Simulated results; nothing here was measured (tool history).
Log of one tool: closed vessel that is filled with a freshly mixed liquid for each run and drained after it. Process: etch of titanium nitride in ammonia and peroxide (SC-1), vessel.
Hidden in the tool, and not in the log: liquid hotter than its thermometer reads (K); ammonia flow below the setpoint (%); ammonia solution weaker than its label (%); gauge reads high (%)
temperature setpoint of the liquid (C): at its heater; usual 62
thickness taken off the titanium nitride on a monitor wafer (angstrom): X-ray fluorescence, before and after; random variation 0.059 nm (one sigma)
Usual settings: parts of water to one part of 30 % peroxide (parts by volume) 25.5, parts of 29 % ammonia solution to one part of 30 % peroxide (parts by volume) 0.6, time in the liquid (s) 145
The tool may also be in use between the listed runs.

run	hour	temperature setpoint of the liquid (C)	parts of water to one part of 30 % peroxide (parts by volume)	parts of 29 % ammonia solution to one part of 30 % peroxide (parts by volume)	time in the liquid (s)	wafers since the last listed run	hours since the thermometer was replaced	hours since the ammonia flow meter was replaced	hours since the drum of ammonia solution was connected	hours since the gauge calibration	read-back film thickness of the titanium nitride reference wafer, read on the same gauge (nm)	thickness taken off the titanium nitride on a monitor wafer (angstrom)
1	0	62	25.5	0.6	145	0	2214.8	1275.1	709.8	398	69.98	93.1
2	25.9	62	25.5	0.6	145	3284	2240.7	1301	735.7	423.9	70	93.7
3	57.1	62	17.5	0.6	145	3956	2271.9	1332.2	766.9	455.1	70	113.5
4	164.2	62	25.5	0.6	145	13579	2379	1439.3	874	562.2	69.98	93
# hour 185.2: gauge calibrated
5	215.6	62	25.5	0.6	145	6517	2430.4	1490.7	925.4	30.4	69.99	92.3
6	286.6	69	25.5	0.6	145	9002	2501.4	1561.7	996.4	101.4	69.99	145.5
7	337.8	64	25.5	0.6	145	6492	2552.6	1612.9	1047.6	152.6	70.01	106.3
# hour 339.8: ammonia flow meter replaced
8	395.6	64	25.5	0.6	145	7202	2610.4	55.8	1105.4	210.4	70.03	106.3
9	428.6	62	25.5	0.6	165	4184	2643.4	88.8	1138.4	243.4	69.99	104.6
# hour 448.7: thermometer replaced
10	470	68.5	25.5	0.6	145	5122	21.3	130.2	1179.8	284.8	69.95	140.8
# hour 488.5: new drum of ammonia solution connected
11	510	62	16.5	0.6	175	4945	61.3	170.2	21.5	324.8	70.01	141.8
12	575.5	70	25.5	0.6	185	8305	126.8	235.7	87	390.3	69.98	195.4
13	633.9	57	25.5	0.6	225	7404	185.2	294.1	145.4	448.7	69.94	102.6
# hour 675.1: gauge calibrated
14	704.9	62	25.5	0.6	145	9002	256.2	365.1	216.4	29.8	69.98	92
15	749.3	62	25.5	0.6	145	5629	300.6	409.5	260.8	74.2	69.96	93.4
16	799	62	25.5	0.6	165	6301	350.3	459.2	310.5	123.9	70	106.3
17	842.7	68	20.5	0.85	145	5541	394	502.9	354.2	167.6	69.95	165
18	903.4	62	25.5	0.4	145	7696	454.7	563.6	414.9	228.3	70.02	86.8
19	933.9	54	25.5	0.6	145	3867	485.2	594.1	445.4	258.8	69.98	54.5

Forecast each of these 4 alternatives for the next run:
A	934.6	62	25.5	0.6	145	88	485.9	594.8	446.1	259.5	?	?
B	934.6	62	25.5	0.5	190	88	485.9	594.8	446.1	259.5	?	?
C	934.6	62	25.5	0.8	70	88	485.9	594.8	446.1	259.5	?	?
D	934.6	69	34	0.6	70	88	485.9	594.8	446.1	259.5	?	?

run	read-back film thickness of the titanium nitride reference wafer, read on the same gauge (nm)	thickness taken off the titanium nitride on a monitor wafer (angstrom)
A	69.99	93.6
B	69.99	118.5
C	69.99	47.7
D	69.99	59.8
Without the tool's hidden state the same runs would have given:
run	thickness taken off the titanium nitride on a monitor wafer (angstrom)
A	93.6
B	118.5
C	47.7
D	59.8
